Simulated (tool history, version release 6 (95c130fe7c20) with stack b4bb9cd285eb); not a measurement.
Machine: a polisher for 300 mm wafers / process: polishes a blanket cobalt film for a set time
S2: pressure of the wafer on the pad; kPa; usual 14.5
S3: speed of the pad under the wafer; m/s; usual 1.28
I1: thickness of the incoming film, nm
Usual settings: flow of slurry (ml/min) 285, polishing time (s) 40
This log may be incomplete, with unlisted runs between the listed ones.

{"run": 1, "hour": 0.0, "flow of slurry (ml/min)": 285, "S2": 14.5, "S3": 1.28, "polishing time (s)": 40, "I1": 909.8, "film removed (angstrom)": 2272}
{"run": 2, "hour": 63.9, "flow of slurry (ml/min)": 285, "S2": 14.5, "S3": 1.28, "polishing time (s)": 40, "I1": 904.0, "film removed (angstrom)": 2165}
{"run": 3, "hour": 133.7, "flow of slurry (ml/min)": 285, "S2": 14.5, "S3": 1.28, "polishing time (s)": 40, "I1": 928.0, "film removed (angstrom)": 2313}
{"run": 4, "hour": 313.3, "flow of slurry (ml/min)": 285, "S2": 14.5, "S3": 1.42, "polishing time (s)": 40, "I1": 904.6, "film removed (angstrom)": 2273}
{"run": 5, "hour": 437.1, "flow of slurry (ml/min)": 285, "S2": 14.5, "S3": 1.42, "polishing time (s)": 40, "I1": 928.1, "film removed (angstrom)": 2430}
{"run": 6, "hour": 507.6, "flow of slurry (ml/min)": 285, "S2": 14.5, "S3": 1.42, "polishing time (s)": 40, "I1": 909.6, "film removed (angstrom)": 2324}
{"run": 7, "hour": 562.1, "flow of slurry (ml/min)": 285, "S2": 14.5, "S3": 1.28, "polishing time (s)": 40, "I1": 915.8, "film removed (angstrom)": 2074}
{"run": 8, "hour": 593.1, "flow of slurry (ml/min)": 285, "S2": 14.5, "S3": 1.28, "polishing time (s)": 40, "I1": 906.0, "film removed (angstrom)": 2122}
{"run": 9, "hour": 639.9, "flow of slurry (ml/min)": 285, "S2": 14.5, "S3": 1.28, "polishing time (s)": 40, "I1": 910.0, "film removed (angstrom)": 2345}
{"run": 10, "hour": 669.4, "flow of slurry (ml/min)": 285, "S2": 14.5, "S3": 1.28, "polishing time (s)": 40, "I1": 932.9, "film removed (angstrom)": 2288}
{"run": 11, "hour": 727.6, "flow of slurry (ml/min)": 285, "S2": 9.7, "S3": 1.62, "polishing time (s)": 40, "I1": 925.2, "film removed (angstrom)": 1793}
{"run": 12, "hour": 766.7, "flow of slurry (ml/min)": 190, "S2": 14.5, "S3": 1.06, "polishing time (s)": 40, "I1": 923.1, "film removed (angstrom)": 1740}
{"run": 13, "hour": 830.8, "flow of slurry (ml/min)": 285, "S2": 9.7, "S3": 0.94, "polishing time (s)": 36, "I1": 918.4, "film removed (angstrom)": 1111}
{"run": 14, "hour": 884.9, "flow of slurry (ml/min)": 285, "S2": 13.1, "S3": 1.28, "polishing time (s)": 40, "I1": 899.9, "film removed (angstrom)": 1998}
{"run": 15, "hour": 983.1, "flow of slurry (ml/min)": 285, "S2": 14.5, "S3": 1.28, "polishing time (s)": 40, "I1": 936.1, "film removed (angstrom)": 2337}
{"run": 16, "hour": 1032.1, "flow of slurry (ml/min)": 285, "S2": 14.5, "S3": 1.42, "polishing time (s)": 27, "I1": 922.9, "film removed (angstrom)": 1635}
{"run": 17, "hour": 1081.9, "flow of slurry (ml/min)": 285, "S2": 14.5, "S3": 1.28, "polishing time (s)": 40, "I1": 920.9, "film removed (angstrom)": 2155}
{"run": 18, "hour": 1121.4, "flow of slurry (ml/min)": 285, "S2": 14.5, "S3": 0.9, "polishing time (s)": 40, "I1": 924.3, "film removed (angstrom)": 1631}
{"run": 19, "hour": 1178.5, "flow of slurry (ml/min)": 285, "S2": 14.5, "S3": 1.28, "polishing time (s)": 40, "I1": 930.8, "film removed (angstrom)": 2383}
{"run": 20, "hour": 1215.1, "flow of slurry (ml/min)": 285, "S2": 14.5, "S3": 1.42, "polishing time (s)": 40, "I1": 923.1, "film removed (angstrom)": 2448}
{"run": 21, "hour": 1285.2, "flow of slurry (ml/min)": 285, "S2": 14.5, "S3": 1.68, "polishing time (s)": 40, "I1": 910.7, "film removed (angstrom)": 2717}

Put back what was entered between runs (10 entries, withheld): which listed runs does each sit between, and how does the hidden state differ from the listed run before to the listed run after?
Runs 1 to 2: slurry nozzle cleaned (hour 58.4)
  removal rate lost through wear of the pad, %: 7.74 -> 10.7; deviation of the head's pressure from its setpoint, %: -4.54 -> -5.36
  measured less the result without the state, film removed (angstrom): -303 -> -391
Runs 2 to 3: worn pad replaced by a new one (hour 109.5)
  removal rate lost through wear of the pad, %: 10.7 -> 3.68; deviation of the head's pressure from its setpoint, %: -5.36 -> -6.11
  measured less the result without the state, film removed (angstrom): -391 -> -238
Runs 4 to 5: worn pad replaced by a new one (hour 358.5); slurry nozzle cleaned (hour 425.7)
  removal rate lost through wear of the pad, %: 12.1 -> 4.84; deviation of the head's pressure from its setpoint, %: -7.57 -> -8.26
  measured less the result without the state, film removed (angstrom): -513 -> -342
Runs 8 to 9: worn pad replaced by a new one (hour 639.4)
  removal rate lost through wear of the pad, %: 12.1 -> 0.656; deviation of the head's pressure from its setpoint, %: -8.88 -> -9.03
  measured less the result without the state, film removed (angstrom): -516 -> -238
Runs 11 to 12: slurry nozzle cleaned (hour 747.6)
  removal rate lost through wear of the pad, %: 4.75 -> 6.58; deviation of the head's pressure from its setpoint, %: -9.26 -> -9.35
  measured less the result without the state, film removed (angstrom): -272 -> -305
Runs 12 to 13: head pressure recalibrated (hour 813.7)
  removal rate lost through wear of the pad, %: 6.58 -> 9.57; deviation of the head's pressure from its setpoint, %: -9.35 -> -1.06
  measured less the result without the state, film removed (angstrom): -305 -> -130
Runs 14 to 15: worn pad replaced by a new one (hour 929.7)
  removal rate lost through wear of the pad, %: 12.1 -> 3.7; deviation of the head's pressure from its setpoint, %: -2.44 -> -4.53
  measured less the result without the state, film removed (angstrom): -330 -> -199
Runs 16 to 17: slurry nozzle cleaned (hour 1076.8)
  removal rate lost through wear of the pad, %: 5.99 -> 8.31; deviation of the head's pressure from its setpoint, %: -5.4 -> -6.19
  measured less the result without the state, film removed (angstrom): -199 -> -343
Runs 18 to 19: worn pad replaced by a new one (hour 1148.5)
  removal rate lost through wear of the pad, %: 10.2 -> 1.67; deviation of the head's pressure from its setpoint, %: -6.75 -> -7.47
  measured less the result without the state, film removed (angstrom): -309 -> -226

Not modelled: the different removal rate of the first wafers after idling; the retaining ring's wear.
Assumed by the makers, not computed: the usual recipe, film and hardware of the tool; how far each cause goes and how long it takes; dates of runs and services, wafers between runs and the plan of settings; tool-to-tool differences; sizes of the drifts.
